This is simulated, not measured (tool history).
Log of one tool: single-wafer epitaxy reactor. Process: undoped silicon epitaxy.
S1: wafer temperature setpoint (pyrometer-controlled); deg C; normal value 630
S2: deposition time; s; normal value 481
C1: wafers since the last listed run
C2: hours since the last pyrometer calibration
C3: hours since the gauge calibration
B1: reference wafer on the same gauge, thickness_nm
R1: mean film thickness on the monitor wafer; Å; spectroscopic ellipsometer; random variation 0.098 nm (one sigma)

run     day   S1   S2   C1      C2     C3      B1      R1
  1       0  641  481    0  1095.7  549.7  37.797  616.32
      0.938  -- gauge calibrated
  2   1.888  641  481  224    1141   22.8  37.816  617.22
  3     4.6  641  481  322  1206.1   87.9  37.811  619.25
  4   5.688  638  481  129  1232.2    114  37.807  581.96
  5   8.546  637  481  339  1300.8  182.6  37.815  570.39
  6  10.371  630  481  216  1344.6  226.4  37.786  496.51
  7  13.367  630  481  356  1416.5  298.3  37.782  500.22
  8  15.446  630  544  247  1466.4  348.2  37.815  564.44
  9  16.467  623  564  121  1490.9  372.7  37.775  506.45
 10  19.162  630  481  320  1555.6  437.4  37.816  498.35

What does the tool deliver on the next run?
     20.225  -- pyrometer calibrated
     23.358  -- gauge calibrated
 11  27.679  637  481  972  178.9  103.7   ?   ?

B1: 37.824
R1: 550.59 Å
Had the tool carried no hidden state, the very same run would have given R1 540.72 Å.
